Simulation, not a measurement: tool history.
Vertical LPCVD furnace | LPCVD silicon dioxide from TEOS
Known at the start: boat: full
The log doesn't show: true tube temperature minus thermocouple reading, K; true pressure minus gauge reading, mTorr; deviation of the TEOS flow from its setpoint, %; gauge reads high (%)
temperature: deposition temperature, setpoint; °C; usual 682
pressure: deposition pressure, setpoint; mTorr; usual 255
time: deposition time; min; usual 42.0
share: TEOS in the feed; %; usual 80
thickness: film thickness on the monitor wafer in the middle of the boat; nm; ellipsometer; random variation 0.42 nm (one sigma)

| run | hour | temperature | pressure | time | share | wafers since the last listed run | hours since the last temperature calibration | hours since the pressure gauge was zeroed | hours since the TEOS flow controller was replaced | hours since the gauge calibration | read-back reference wafer on the same gauge, thickness | thickness |
|---|---|---|---|---|---|---|---|---|---|---|---|---|
| 1 | 0.0 | 688 | 255 | 52.0 | 80 | 0 | 2781.0 | 1483.1 | 4826.9 | 160.3 | 224.06 | 281.31 |
| 2 | 65.0 | 689 | 255 | 42.0 | 80 | 563 | 2846.0 | 1548.1 | 4891.9 | 225.3 | 224.09 | 232.93 |
| 3 | 125.7 | 689 | 255 | 42.0 | 80 | 525 | 2906.7 | 1608.8 | 4952.6 | 286.0 | 224.00 | 232.39 |
| 4 | 159.2 | 689 | 255 | 42.0 | 80 | 290 | 2940.2 | 1642.3 | 4986.1 | 319.5 | 224.11 | 232.45 |
| 5 | 196.0 | 690 | 255 | 42.0 | 73 | 318 | 2977.0 | 1679.1 | 5022.9 | 356.3 | 224.03 | 228.45 |
| 6 | 265.0 | 690 | 255 | 42.0 | 73 | 597 | 3046.0 | 1748.1 | 5091.9 | 425.3 | 223.93 | 227.06 |
| 7 | 322.1 | 682 | 255 | 42.0 | 80 | 494 | 3103.1 | 1805.2 | 5149.0 | 482.4 | 224.05 | 196.61 |
| 8 | 390.1 | 682 | 255 | 42.0 | 80 | 589 | 3171.1 | 1873.2 | 5217.0 | 550.4 | 223.97 | 196.05 |
| 9 | 427.5 | 673 | 255 | 42.0 | 93 | 323 | 3208.5 | 1910.6 | 5254.4 | 587.8 | 224.03 | 169.92 |
|  | 454.2 | gauge calibrated |
|  | 464.6 | TEOS flow controller replaced |
| 10 | 486.7 | 677 | 255 | 28.0 | 80 | 304 | 3267.7 | 1969.8 | 22.1 | 32.5 | 224.04 | 116.36 |
|  | 517.0 | pressure gauge zeroed |
| 11 | 521.7 | 692 | 200 | 46.5 | 67 | 95 | 3302.7 | 4.7 | 57.1 | 67.5 | 223.97 | 224.20 |
|  | 549.9 | thermocouples replaced and temperature profile calibrated |
| 12 | 551.3 | 682 | 255 | 42.0 | 80 | 48 | 1.4 | 34.3 | 86.7 | 97.1 | 223.89 | 196.44 |
| 13 | 705.4 | 686 | 255 | 42.0 | 70 | 1334 | 155.5 | 188.4 | 240.8 | 251.2 | 224.08 | 201.83 |
| 14 | 767.7 | 682 | 255 | 42.0 | 80 | 539 | 217.8 | 250.7 | 303.1 | 313.5 | 224.06 | 196.72 |
| 15 | 834.3 | 682 | 210 | 42.0 | 80 | 576 | 284.4 | 317.3 | 369.7 | 380.1 | 223.84 | 178.08 |

Hidden state at the last listed run before each entry between runs and at the first one after, where it differs:
Between runs 9 and 10: gauge calibrated (hour 454.2); TEOS flow controller replaced (hour 464.6)
  no hidden state differs between the two runs
Between runs 10 and 11: pressure gauge zeroed (hour 517.0)
  no hidden state differs between the two runs
Between runs 11 and 12: thermocouples replaced and temperature profile calibrated (hour 549.9)
  no hidden state differs between the two runs
